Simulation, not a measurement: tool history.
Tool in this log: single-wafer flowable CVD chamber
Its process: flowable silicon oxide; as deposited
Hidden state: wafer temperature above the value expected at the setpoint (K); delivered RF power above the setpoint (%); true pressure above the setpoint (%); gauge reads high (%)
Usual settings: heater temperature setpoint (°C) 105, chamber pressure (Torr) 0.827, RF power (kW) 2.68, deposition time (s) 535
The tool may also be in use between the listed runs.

| run | hour | heater temperature setpoint (°C) | chamber pressure (Torr) | RF power (kW) | deposition time (s) | wafers since the last listed run | hours since the last thermocouple change | hours since the last RF generator calibration | hours since the last manometer calibration | hours since the showerhead was replaced | hours since the gauge calibration | read-back reference wafer on the same gauge, thickness_nm | mean film thickness on the monitor wafer (nm) |
|---|---|---|---|---|---|---|---|---|---|---|---|---|---|
| 1 | 0 | 110 | 0.917 | 2.68 | 535 | 0 | 888.3 | 878.2 | 782.7 | 4023.7 | 902.6 | 313.503 | 291.946 |
| 2 | 16.9 | 93 | 0.827 | 2.68 | 571 | 64 | 905.2 | 895.1 | 799.6 | 4040.6 | 919.5 | 313.341 | 544.906 |
| 3 | 39 | 93 | 0.827 | 2.68 | 571 | 84 | 927.3 | 917.2 | 821.7 | 4062.7 | 941.6 | 313.281 | 546.435 |
| 4 | 59.2 | 93 | 0.827 | 2.68 | 571 | 77 | 947.5 | 937.4 | 841.9 | 4082.9 | 961.8 | 313.654 | 547.006 |
| 5 | 85.3 | 113 | 0.827 | 2.42 | 535 | 99 | 973.6 | 963.5 | 868 | 4109 | 987.9 | 313.782 | 238.634 |
|  | 120 | showerhead replaced |
| 6 | 120.5 | 113 | 0.827 | 2.42 | 535 | 103 | 1008.8 | 998.7 | 903.2 | 0.5 | 1023.1 | 313.76 | 238.756 |
| 7 | 130.7 | 105 | 0.757 | 2.68 | 535 | 38 | 1019 | 1008.9 | 913.4 | 10.7 | 1033.3 | 313.84 | 304.63 |
| 8 | 161 | 105 | 0.827 | 2.68 | 535 | 115 | 1049.3 | 1039.2 | 943.7 | 41 | 1063.6 | 314.18 | 324.553 |
| 9 | 192.7 | 96 | 0.984 | 2.36 | 616 | 121 | 1081 | 1070.9 | 975.4 | 72.7 | 1095.3 | 313.954 | 592.233 |
| 10 | 224.3 | 105 | 0.681 | 2.68 | 475 | 120 | 1112.6 | 1102.5 | 1007 | 104.3 | 1126.9 | 314.093 | 248.199 |
| 11 | 236.5 | 105 | 0.827 | 2.68 | 501 | 46 | 1124.8 | 1114.7 | 1019.2 | 116.5 | 1139.1 | 314.147 | 304.137 |
| 12 | 271.7 | 112 | 0.827 | 2.68 | 535 | 134 | 1160 | 1149.9 | 1054.4 | 151.7 | 1174.3 | 314.32 | 251.835 |
| 13 | 302.7 | 105 | 0.91 | 2.68 | 535 | 118 | 1191 | 1180.9 | 1085.4 | 182.7 | 1205.3 | 314.565 | 351.73 |
|  | 310.4 | gauge calibrated |
| 14 | 334.2 | 105 | 0.827 | 2.68 | 501 | 120 | 1222.5 | 1212.4 | 1116.9 | 214.2 | 23.8 | 311.303 | 302.18 |
| 15 | 358.8 | 105 | 0.827 | 2.68 | 535 | 93 | 1247.1 | 1237 | 1141.5 | 238.8 | 48.4 | 311.175 | 322.154 |
|  | 393.4 | thermocouple changed; heater temperature recalibrated |
| 16 | 393.9 | 105 | 0.827 | 2.68 | 535 | 103 | 0.5 | 1272.1 | 1176.6 | 273.9 | 83.5 | 311.585 | 321.868 |
| 17 | 414.1 | 105 | 0.827 | 2.68 | 535 | 77 | 20.7 | 1292.3 | 1196.8 | 294.1 | 103.7 | 311.411 | 323.195 |
| 18 | 441.7 | 105 | 1.032 | 3.005 | 475 | 105 | 48.3 | 1319.9 | 1224.4 | 321.7 | 131.3 | 311.586 | 346.314 |
|  | 544.8 | capacitance manometer re-zeroed and calibrated |
| 19 | 545.3 | 113 | 0.827 | 2.68 | 535 | 365 | 151.9 | 1423.5 | 0.5 | 425.3 | 234.9 | 311.678 | 239.872 |
|  | 562.4 | RF generator calibrated |
| 20 | 562.9 | 105 | 1.014 | 2.24 | 535 | 36 | 169.5 | 0.5 | 18.1 | 442.9 | 252.5 | 311.465 | 365.867 |

What does the tool deliver on the next run?
| 21 | 581 | 105 | 0.936 | 2.68 | 535 | 69 | 187.6 | 18.6 | 36.2 | 461 | 270.6 | ? | ? |

{"run 21": {"read-back reference wafer on the same gauge, thickness_nm": 311.625, "mean film thickness on the monitor wafer (nm)": 356.226}}
With no hidden state in the tool, this same run would have given mean film thickness on the monitor wafer (nm) 356.672.
